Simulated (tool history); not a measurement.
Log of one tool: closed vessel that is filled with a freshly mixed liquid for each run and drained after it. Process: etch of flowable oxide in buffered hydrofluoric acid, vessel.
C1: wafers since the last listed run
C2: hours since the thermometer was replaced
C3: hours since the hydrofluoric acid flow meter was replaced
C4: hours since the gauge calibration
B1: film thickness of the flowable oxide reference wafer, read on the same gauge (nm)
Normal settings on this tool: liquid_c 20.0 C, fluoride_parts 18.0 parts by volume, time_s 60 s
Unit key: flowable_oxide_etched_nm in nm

{"run": 1, "hour": 0.0, "liquid_c": 20.0, "fluoride_parts": 15.0, "time_s": 60, "C1": 0, "C2": 181.5, "C3": 1218.8, "C4": 677.8, "B1": 100.0, "flowable_oxide_etched_nm": 106.31}
{"run": 2, "hour": 48.9, "liquid_c": 20.0, "fluoride_parts": 18.0, "time_s": 60, "C1": 6221, "C2": 230.4, "C3": 1267.7, "C4": 726.7, "B1": 100.0, "flowable_oxide_etched_nm": 89.22}
{"run": 3, "hour": 76.7, "liquid_c": 20.0, "fluoride_parts": 18.0, "time_s": 60, "C1": 3537, "C2": 258.2, "C3": 1295.5, "C4": 754.5, "B1": 100.0, "flowable_oxide_etched_nm": 88.74}
{"run": 4, "hour": 94.2, "liquid_c": 17.5, "fluoride_parts": 18.0, "time_s": 60, "C1": 2226, "C2": 275.7, "C3": 1313.0, "C4": 772.0, "B1": 100.01, "flowable_oxide_etched_nm": 75.65}
{"run": 5, "hour": 110.7, "liquid_c": 20.0, "fluoride_parts": 18.0, "time_s": 60, "C1": 2099, "C2": 292.2, "C3": 1329.5, "C4": 788.5, "B1": 100.0, "flowable_oxide_etched_nm": 88.21}
{"run": 6, "hour": 145.2, "liquid_c": 20.0, "fluoride_parts": 18.0, "time_s": 60, "C1": 4389, "C2": 326.7, "C3": 1364.0, "C4": 823.0, "B1": 99.99, "flowable_oxide_etched_nm": 88.54}
{"run": 7, "hour": 167.4, "liquid_c": 20.0, "fluoride_parts": 18.0, "time_s": 60, "C1": 2824, "C2": 348.9, "C3": 1386.2, "C4": 845.2, "B1": 100.0, "flowable_oxide_etched_nm": 87.75}
{"run": 8, "hour": 188.3, "liquid_c": 20.0, "fluoride_parts": 18.0, "time_s": 60, "C1": 2659, "C2": 369.8, "C3": 1407.1, "C4": 866.1, "B1": 99.97, "flowable_oxide_etched_nm": 87.7}
{"run": 9, "hour": 209.4, "liquid_c": 20.0, "fluoride_parts": 18.0, "time_s": 60, "C1": 2684, "C2": 390.9, "C3": 1428.2, "C4": 887.2, "B1": 100.01, "flowable_oxide_etched_nm": 88.23}
{"run": 10, "hour": 226.6, "liquid_c": 20.0, "fluoride_parts": 18.0, "time_s": 60, "C1": 2188, "C2": 408.1, "C3": 1445.4, "C4": 904.4, "B1": 100.0, "flowable_oxide_etched_nm": 89.42}
{"run": 11, "hour": 242.0, "liquid_c": 23.0, "fluoride_parts": 24.0, "time_s": 90, "C1": 1959, "C2": 423.5, "C3": 1460.8, "C4": 919.8, "B1": 100.0, "flowable_oxide_etched_nm": 122.76}
{"run": 12, "hour": 254.9, "liquid_c": 17.5, "fluoride_parts": 18.0, "time_s": 60, "C1": 1641, "C2": 436.4, "C3": 1473.7, "C4": 932.7, "B1": 99.99, "flowable_oxide_etched_nm": 76.85}
{"run": 13, "hour": 281.8, "liquid_c": 20.0, "fluoride_parts": 18.0, "time_s": 60, "C1": 3422, "C2": 463.3, "C3": 1500.6, "C4": 959.6, "B1": 100.0, "flowable_oxide_etched_nm": 88.84}
{"run": 14, "hour": 303.1, "liquid_c": 20.0, "fluoride_parts": 18.0, "time_s": 60, "C1": 2710, "C2": 484.6, "C3": 1521.9, "C4": 980.9, "B1": 100.0, "flowable_oxide_etched_nm": 88.88}
{"run": 15, "hour": 327.0, "liquid_c": 24.5, "fluoride_parts": 18.0, "time_s": 30, "C1": 3040, "C2": 508.5, "C3": 1545.8, "C4": 1004.8, "B1": 100.0, "flowable_oxide_etched_nm": 56.26}
{"run": 16, "hour": 359.0, "liquid_c": 17.5, "fluoride_parts": 20.5, "time_s": 60, "C1": 4071, "C2": 540.5, "C3": 1577.8, "C4": 1036.8, "B1": 100.0, "flowable_oxide_etched_nm": 67.95}
{"run": 17, "hour": 391.7, "liquid_c": 20.0, "fluoride_parts": 18.0, "time_s": 60, "C1": 4160, "C2": 573.2, "C3": 1610.5, "C4": 1069.5, "B1": 99.98, "flowable_oxide_etched_nm": 89.18}
{"run": 18, "hour": 413.4, "liquid_c": 20.0, "fluoride_parts": 18.0, "time_s": 60, "C1": 2761, "C2": 594.9, "C3": 1632.2, "C4": 1091.2, "B1": 99.99, "flowable_oxide_etched_nm": 89.72}
{"run": 19, "hour": 448.0, "liquid_c": 24.0, "fluoride_parts": 20.0, "time_s": 90, "C1": 4402, "C2": 629.5, "C3": 1666.8, "C4": 1125.8, "B1": 100.01, "flowable_oxide_etched_nm": 149.3}
{"run": 20, "hour": 474.3, "liquid_c": 21.5, "fluoride_parts": 13.5, "time_s": 40, "C1": 3346, "C2": 655.8, "C3": 1693.1, "C4": 1152.1, "B1": 99.98, "flowable_oxide_etched_nm": 85.42}
{"hour": 495.2, "done": "hydrofluoric acid flow meter replaced"}
{"run": 21, "hour": 498.6, "liquid_c": 22.5, "fluoride_parts": 20.0, "time_s": 85, "C1": 2964, "C2": 680.1, "C3": 3.4, "C4": 1176.4, "B1": 100.02, "flowable_oxide_etched_nm": 130.68}
{"run": 22, "hour": 518.3, "liquid_c": 18.0, "fluoride_parts": 21.5, "time_s": 85, "C1": 2506, "C2": 699.8, "C3": 23.1, "C4": 1196.1, "B1": 100.0, "flowable_oxide_etched_nm": 97.73}
{"hour": 525.6, "done": "thermometer replaced"}
{"run": 23, "hour": 546.7, "liquid_c": 20.0, "fluoride_parts": 18.0, "time_s": 60, "C1": 3486, "C2": 21.1, "C3": 51.5, "C4": 1224.5, "B1": 99.98, "flowable_oxide_etched_nm": 88.26}
{"hour": 547.4, "done": "gauge calibrated"}
{"run": 24, "hour": 567.6, "liquid_c": 20.0, "fluoride_parts": 14.0, "time_s": 60, "C1": 2659, "C2": 42.0, "C3": 72.4, "C4": 20.2, "B1": 99.99, "flowable_oxide_etched_nm": 114.28}
{"run": 25, "hour": 588.4, "liquid_c": 22.0, "fluoride_parts": 24.5, "time_s": 85, "C1": 2646, "C2": 62.8, "C3": 93.2, "C4": 41.0, "B1": 99.99, "flowable_oxide_etched_nm": 109.11}
{"run": 26, "hour": 613.3, "liquid_c": 22.5, "fluoride_parts": 16.0, "time_s": 60, "C1": 3168, "C2": 87.7, "C3": 118.1, "C4": 65.9, "B1": 99.99, "flowable_oxide_etched_nm": 114.1}
{"run": 27, "hour": 627.3, "liquid_c": 20.0, "fluoride_parts": 24.5, "time_s": 40, "C1": 1781, "C2": 101.7, "C3": 132.1, "C4": 79.9, "B1": 99.99, "flowable_oxide_etched_nm": 46.61}
{"run": 28, "hour": 652.0, "liquid_c": 17.0, "fluoride_parts": 23.0, "time_s": 45, "C1": 3142, "C2": 126.4, "C3": 156.8, "C4": 104.6, "B1": 100.0, "flowable_oxide_etched_nm": 46.34}
{"run": 29, "hour": 673.0, "liquid_c": 20.0, "fluoride_parts": 18.0, "time_s": 60, "C1": 2672, "C2": 147.4, "C3": 177.8, "C4": 125.6, "B1": 99.99, "flowable_oxide_etched_nm": 88.68}
{"run": 30, "hour": 694.1, "liquid_c": 20.0, "fluoride_parts": 23.0, "time_s": 60, "C1": 2684, "C2": 168.5, "C3": 198.9, "C4": 146.7, "B1": 100.0, "flowable_oxide_etched_nm": 71.63}
{"run": 31, "hour": 711.5, "liquid_c": 20.0, "fluoride_parts": 20.5, "time_s": 60, "C1": 2213, "C2": 185.9, "C3": 216.3, "C4": 164.1, "B1": 99.99, "flowable_oxide_etched_nm": 78.82}
{"run": 32, "hour": 740.4, "liquid_c": 20.0, "fluoride_parts": 14.5, "time_s": 60, "C1": 3677, "C2": 214.8, "C3": 245.2, "C4": 193.0, "B1": 99.98, "flowable_oxide_etched_nm": 110.19}
{"run": 33, "hour": 793.1, "liquid_c": 20.0, "fluoride_parts": 21.5, "time_s": 90, "C1": 6705, "C2": 267.5, "C3": 297.9, "C4": 245.7, "B1": 99.99, "flowable_oxide_etched_nm": 113.21}

Describe how what the log doesn't record of the tool's condition differs between the last listed run preceding each entry between runs and the first listed run following it.
In the gap between runs 20 and 21: hydrofluoric acid flow meter replaced (hour 495.2)
  both runs share identical hidden conditions
In the gap between runs 22 and 23: thermometer replaced (hour 525.6)
  both runs share identical hidden conditions
In the gap between runs 23 and 24: gauge calibrated (hour 547.4)
  both runs share identical hidden conditions
